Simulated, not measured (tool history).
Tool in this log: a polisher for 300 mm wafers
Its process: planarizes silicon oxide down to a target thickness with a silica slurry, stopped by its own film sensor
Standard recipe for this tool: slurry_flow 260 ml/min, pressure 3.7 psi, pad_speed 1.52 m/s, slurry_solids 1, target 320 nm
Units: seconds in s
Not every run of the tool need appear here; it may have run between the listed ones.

run	hour	slurry_flow	pressure	pad_speed	slurry_solids	target	wafers since the last listed run	wafers polished on this pad	hours since the slurry nozzle was cleaned	hours since the head pressure was calibrated	hours since the slurry blender was calibrated	hours since the conditioning disc was replaced	incoming thickness of the incoming film, nm	seconds
1	0	260	3.7	1.52	1	320	0	3564	241.5	336	194.8	163.9	570.7	77.3
2	63.6	260	3.7	1.52	1	320	742	4307	305.1	399.6	258.4	227.5	570.2	77.4
3	101.5	260	3.7	1.52	1	320	442	4749	343	437.5	296.3	265.4	573	78.8
# hour 128.2: worn pad replaced by a new one
4	164.5	260	3.7	1.08	1	320	688	423	406	500.5	359.3	328.4	580.5	104.5
5	219.7	190	3.7	1.52	1	320	644	1067	461.2	555.7	414.5	383.6	581.8	83.8
# hour 258.9: conditioning disc replaced and pad reconditioned
# hour 279.1: slurry blender recalibrated
6	281.8	260	3.7	1.52	1	320	678	1745	523.3	617.8	2.7	22.9	570.5	77.4
# hour 323.6: head pressure recalibrated
7	350.4	200	3.7	1.52	1	320	777	2522	591.9	26.8	71.3	91.5	586.5	84.4
# hour 358.4: slurry nozzle cleaned
8	546.7	310	3.7	1.52	1	320	2279	4802	188.3	223.1	267.6	287.8	578.5	78.5
9	589.5	260	3.7	1.52	1.2	320	499	5301	231.1	265.9	310.4	330.6	573.2	74.4
# hour 615.4: worn pad replaced by a new one
10	637.7	315	4.2	1.52	1	320	515	260	279.3	314.1	358.6	378.8	584.4	71.3
11	669	260	3.7	2	1	320	365	625	310.6	345.4	389.9	410.1	577.7	62.8
# hour 674.9: conditioning disc replaced and pad reconditioned
12	717.5	185	3.7	1.52	1	320	542	1168	359.1	393.9	438.4	42.6	576.2	82.1

Forecast run 13:
13	754.9	260	3.7	1.52	1	320	436	1604	396.5	431.3	475.8	80	581	?

Run 13 came out at seconds 80 s.
The same run, on a tool lacking any hidden state, would have yielded seconds 80 s.
